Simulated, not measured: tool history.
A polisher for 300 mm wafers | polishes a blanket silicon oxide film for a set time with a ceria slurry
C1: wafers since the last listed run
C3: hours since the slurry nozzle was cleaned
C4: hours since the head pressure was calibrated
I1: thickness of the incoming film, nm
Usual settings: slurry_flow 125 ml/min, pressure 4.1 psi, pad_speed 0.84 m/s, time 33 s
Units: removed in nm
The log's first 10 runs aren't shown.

run 11 day=12.688 | slurry_flow=125 pressure=4.1 pad_speed=0.84 time=33 | C1=179 wafers_polished_on_this_pad=1008 C3=485.8 C4=1039.0 | I1=1805.7 | removed=139.3
run 12 day=14.062 | slurry_flow=125 pressure=3.1 pad_speed=1.08 time=33 | C1=221 wafers_polished_on_this_pad=1230 C3=518.8 C4=1072.0 | I1=1812.4 | removed=127.3
run 13 day=14.854 | slurry_flow=125 pressure=3.1 pad_speed=1.08 time=33 | C1=127 wafers_polished_on_this_pad=1358 C3=537.8 C4=1091.0 | I1=1818.4 | removed=122.8
-- day=15.158 slurry nozzle cleaned
-- day=15.475 worn pad replaced by a new one
run 14 day=15.738 | slurry_flow=125 pressure=4.1 pad_speed=0.84 time=33 | C1=108 wafers_polished_on_this_pad=42 C3=13.9 C4=1112.2 | I1=1811.5 | removed=163.6
-- day=16.725 head pressure recalibrated
run 15 day=17.083 | slurry_flow=125 pressure=4.1 pad_speed=0.84 time=33 | C1=203 wafers_polished_on_this_pad=245 C3=46.2 C4=8.6 | I1=1817.8 | removed=159.9
run 16 day=17.692 | slurry_flow=125 pressure=3.5 pad_speed=0.84 time=33 | C1=98 wafers_polished_on_this_pad=344 C3=60.8 C4=23.2 | I1=1816.0 | removed=134.9
run 17 day=18.975 | slurry_flow=155 pressure=3.4 pad_speed=0.98 time=41 | C1=207 wafers_polished_on_this_pad=551 C3=91.6 C4=54.0 | I1=1827.1 | removed=196.6
run 18 day=20.296 | slurry_flow=145 pressure=4.1 pad_speed=0.84 time=33 | C1=213 wafers_polished_on_this_pad=764 C3=123.3 C4=85.7 | I1=1794.7 | removed=160.2
run 19 day=21.417 | slurry_flow=135 pressure=4.1 pad_speed=0.84 time=39 | C1=180 wafers_polished_on_this_pad=945 C3=150.2 C4=112.6 | I1=1825.3 | removed=180.6
run 20 day=22.775 | slurry_flow=90 pressure=4.1 pad_speed=0.84 time=33 | C1=219 wafers_polished_on_this_pad=1164 C3=182.8 C4=145.2 | I1=1797.4 | removed=132.0
run 21 day=23.404 | slurry_flow=125 pressure=4.1 pad_speed=0.84 time=33 | C1=101 wafers_polished_on_this_pad=1265 C3=197.9 C4=160.3 | I1=1817.0 | removed=142.7
-- day=24.533 worn pad replaced by a new one
run 22 day=24.683 | slurry_flow=125 pressure=4.1 pad_speed=0.84 time=33 | C1=179 wafers_polished_on_this_pad=24 C3=228.6 C4=191.0 | I1=1829.3 | removed=160.9
run 23 day=26.046 | slurry_flow=125 pressure=4.1 pad_speed=0.84 time=38 | C1=219 wafers_polished_on_this_pad=244 C3=261.3 C4=223.7 | I1=1813.1 | removed=176.4
run 24 day=26.675 | slurry_flow=125 pressure=4.1 pad_speed=0.56 time=42 | C1=101 wafers_polished_on_this_pad=345 C3=276.4 C4=238.8 | I1=1827.9 | removed=137.0
run 25 day=28.158 | slurry_flow=125 pressure=4.1 pad_speed=1.08 time=33 | C1=239 wafers_polished_on_this_pad=585 C3=312.0 C4=274.4 | I1=1779.3 | removed=188.7

Forecast run 26:
run 26 day=29.225 | slurry_flow=125 pressure=4.1 pad_speed=0.84 time=39 | C1=172 wafers_polished_on_this_pad=757 C3=337.6 C4=300.0 | I1=1801.1 | removed=?

removed: 171.4 nm
Without the tool's hidden state the same run would have given removed 203.2 nm.
